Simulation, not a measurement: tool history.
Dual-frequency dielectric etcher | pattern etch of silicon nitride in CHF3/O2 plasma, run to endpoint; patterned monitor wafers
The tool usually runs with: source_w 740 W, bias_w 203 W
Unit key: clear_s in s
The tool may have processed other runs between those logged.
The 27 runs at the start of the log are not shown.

| run | hour | source_w | bias_w | wafers since the last listed run | hours since the last wet clean | hours since the last source power generator calibration | hours since the last bias power generator calibration | hours since the last upper electrode change | incoming incoming film thickness, nm | clear_s |
|---|---|---|---|---|---|---|---|---|---|---|
| 28 | 378.4 | 850 | 169 | 124 | 206.5 | 245.7 | 67.2 | 15.8 | 71.5 | 45.0 |
| 29 | 386.6 | 650 | 251 | 88 | 214.7 | 253.9 | 75.4 | 24.0 | 71.1 | 44.0 |
| 30 | 401.2 | 740 | 203 | 158 | 229.3 | 268.5 | 90.0 | 38.6 | 71.5 | 44.9 |
| 31 | 409.7 | 620 | 172 | 92 | 237.8 | 277.0 | 98.5 | 47.1 | 71.3 | 48.6 |
| 32 | 418.6 | 600 | 228 | 96 | 246.7 | 285.9 | 107.4 | 56.0 | 71.5 | 46.2 |
| 33 | 426.4 | 800 | 171 | 84 | 254.5 | 293.7 | 115.2 | 63.8 | 71.5 | 46.2 |
| 34 | 435.2 | 610 | 162 | 95 | 263.3 | 302.5 | 124.0 | 72.6 | 71.5 | 49.8 |
| 35 | 478.4 | 740 | 203 | 467 | 306.5 | 345.7 | 167.2 | 115.8 | 71.3 | 44.3 |

What if the next run were any one of these 5? Each begins from the tool's condition after run 35:
| A | 478.8 | 740 | 203 | 4 | 306.9 | 346.1 | 167.6 | 116.2 | 71.6 | ? |
| B | 478.8 | 650 | 245 | 4 | 306.9 | 346.1 | 167.6 | 116.2 | 71.6 | ? |
| C | 478.8 | 840 | 244 | 4 | 306.9 | 346.1 | 167.6 | 116.2 | 71.6 | ? |
| D | 478.8 | 810 | 221 | 4 | 306.9 | 346.1 | 167.6 | 116.2 | 71.6 | ? |
| E | 478.8 | 740 | 175 | 4 | 306.9 | 346.1 | 167.6 | 116.2 | 71.6 | ? |

| run | clear_s |
|---|---|
| A | 45.1 |
| B | 44.4 |
| C | 41.9 |
| D | 43.2 |
| E | 46.5 |
Take away the tool's hidden state, keep each run's random variation, and the runs would have read:
| run | clear_s |
|---|---|
| A | 45.1 |
| B | 44.4 |
| C | 41.9 |
| D | 43.2 |
| E | 46.5 |
